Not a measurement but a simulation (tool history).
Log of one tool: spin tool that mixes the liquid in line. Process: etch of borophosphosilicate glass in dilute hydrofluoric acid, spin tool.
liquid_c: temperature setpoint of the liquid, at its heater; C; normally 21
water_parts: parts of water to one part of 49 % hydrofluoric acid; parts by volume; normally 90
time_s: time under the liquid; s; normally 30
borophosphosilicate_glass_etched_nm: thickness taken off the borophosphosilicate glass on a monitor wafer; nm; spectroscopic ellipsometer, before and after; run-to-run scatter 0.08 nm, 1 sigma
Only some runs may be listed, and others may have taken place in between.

run	hour	liquid_c	water_parts	time_s	wafers since the last listed run	hours since the thermometer was replaced	hours since the hydrofluoric acid flow meter was replaced	hours since the gauge calibration	read-back film thickness of the borophosphosilicate glass reference wafer, read on the same gauge (nm)	borophosphosilicate_glass_etched_nm
1	0	21	90	40	0	569.9	804.3	272.8	149.94	14.79
2	28.4	21	90	40	607	598.3	832.7	301.2	149.96	14.95
# hour 31.1: gauge calibrated
3	110.6	21	90	40	1758	680.5	914.9	79.5	150	15.1
4	126	21	90	30	329	695.9	930.3	94.9	150.02	11.11
5	157.3	21	90	30	669	727.2	961.6	126.2	150.05	11.28
6	182.5	21	90	30	539	752.4	986.8	151.4	149.98	11.22
7	204.2	21	90	20	464	774.1	1008.5	173.1	149.96	7.64
8	233.3	21	90	30	622	803.2	1037.6	202.2	149.98	11.15
9	249.4	21	90	30	344	819.3	1053.7	218.3	150.01	11.4
10	281.2	21	90	30	680	851.1	1085.5	250.1	150.02	11.23
11	310.2	21	90	30	620	880.1	1114.5	279.1	150.04	11.38
# hour 322.9: hydrofluoric acid flow meter replaced
# hour 338.9: gauge calibrated
12	345.9	21	75	40	742	915.8	23	7	150.03	18.55
13	374.8	21	120	15	618	944.7	51.9	35.9	149.97	4.1
14	395.9	18	90	15	451	965.8	73	57	150.02	5.12
15	411.3	21	90	30	329	981.2	88.4	72.4	149.99	11.47
# hour 440.9: thermometer replaced
16	446.5	22.5	60	45	731	5.6	123.6	107.6	150	26.96
17	518.6	21	90	30	1542	77.7	195.7	179.7	150.02	10.7
18	551.7	21	90	45	708	110.8	228.8	212.8	150.02	16.16
19	582.7	21	90	30	663	141.8	259.8	243.8	150.02	10.92
20	610.5	24	90	50	594	169.6	287.6	271.6	150.02	20.41
21	630.8	23.5	90	40	434	189.9	307.9	291.9	150.03	15.99
22	650.5	18	70	20	421	209.6	327.6	311.6	149.97	8.51

Hidden state or all else? Some run-to-run changes of borophosphosilicate_glass_etched_nm, split into what the settings, what came in and random variation would give without the hidden state, and what is left for the hidden state (with any gauge scatter that isn't in both results):
Unlogged tool condition in this case: liquid hotter than its thermometer reads (K); hydrofluoric acid flow below the setpoint (%); gauge reads high (%).
Run 11 -> 12: water_parts 90 -> 75, time_s 30 -> 40, hydrofluoric acid flow meter replaced, gauge calibrated. borophosphosilicate_glass_etched_nm +7.17 nm: hidden state +0.55, all else +6.62.
Run 12 -> 13: water_parts 75 -> 120, time_s 40 -> 15. borophosphosilicate_glass_etched_nm -14.45 nm: hidden state -1.04, all else -13.41.
Run 15 -> 16: liquid_c 21 -> 22.5, water_parts 90 -> 60, time_s 30 -> 45, thermometer replaced. borophosphosilicate_glass_etched_nm +15.49 nm: hidden state -0.55, all else +16.04.
Run 16 -> 17: liquid_c 22.5 -> 21, water_parts 60 -> 90, time_s 45 -> 30. borophosphosilicate_glass_etched_nm -16.26 nm: hidden state -0.13, all else -16.13.

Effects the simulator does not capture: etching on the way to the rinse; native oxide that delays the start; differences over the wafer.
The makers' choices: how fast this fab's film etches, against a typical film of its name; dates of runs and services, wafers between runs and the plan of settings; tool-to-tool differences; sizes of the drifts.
